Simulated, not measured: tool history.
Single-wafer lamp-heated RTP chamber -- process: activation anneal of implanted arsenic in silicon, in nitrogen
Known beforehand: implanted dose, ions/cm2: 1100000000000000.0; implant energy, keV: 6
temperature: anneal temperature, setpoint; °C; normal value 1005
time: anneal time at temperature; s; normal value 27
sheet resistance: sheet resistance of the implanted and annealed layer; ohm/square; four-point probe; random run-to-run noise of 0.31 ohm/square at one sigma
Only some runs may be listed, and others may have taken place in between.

run,hour,temperature,time,"read-back reference wafer on the same gauge, sheet resistance",sheet resistance
1,0,1005,36,134.09,143.81
# hour 27.3: pyrometer window cleaned and pyrometer calibrated
2,84.9,1005,36,134.25,143.59
3,184.9,1005,36,134.29,144.55
# hour 199.2: reflector plate cleaned
4,374,1005,27,134.46,154.14
5,465.9,1005,27,134.62,154.11
6,503.2,1005,27,134.58,154.14
7,608.1,1005,16,134.65,174.87
8,715.6,1005,27,134.64,154.49
9,764.8,1005,27,134.72,154.5
# hour 810.4: pyrometer window cleaned and pyrometer calibrated
10,823.3,1005,27,134.7,154.53
11,862.6,1005,27,134.73,154.23
12,924.2,1005,27,134.76,154.25
# hour 997: gauge calibrated
13,1017.2,1005,27,132.7,152.24
14,1124.8,1031,11,133.16,158.95
# hour 1216.3: reflector plate cleaned
15,1225.6,1005,27,133.54,152.85
16,1275.3,1023,27,133.74,137.2
17,1381.2,987,27,134.1,173.68
18,1458.8,1018,19,134.24,154.26
# hour 1493.4: pyrometer window cleaned and pyrometer calibrated
19,1532,981,13,134.45,209.45
20,1629.4,1005,27,134.59,154.87
21,1722.1,1018,36,134.75,133.08

Run 22 comes next. What will it give?
22,1782.7,1005,27,?,?

read-back reference wafer on the same gauge, sheet resistance: 134.83
sheet resistance: 154.84 ohm/square
The same run, on a tool lacking any hidden state, would have yielded sheet resistance 151.62 ohm/square.
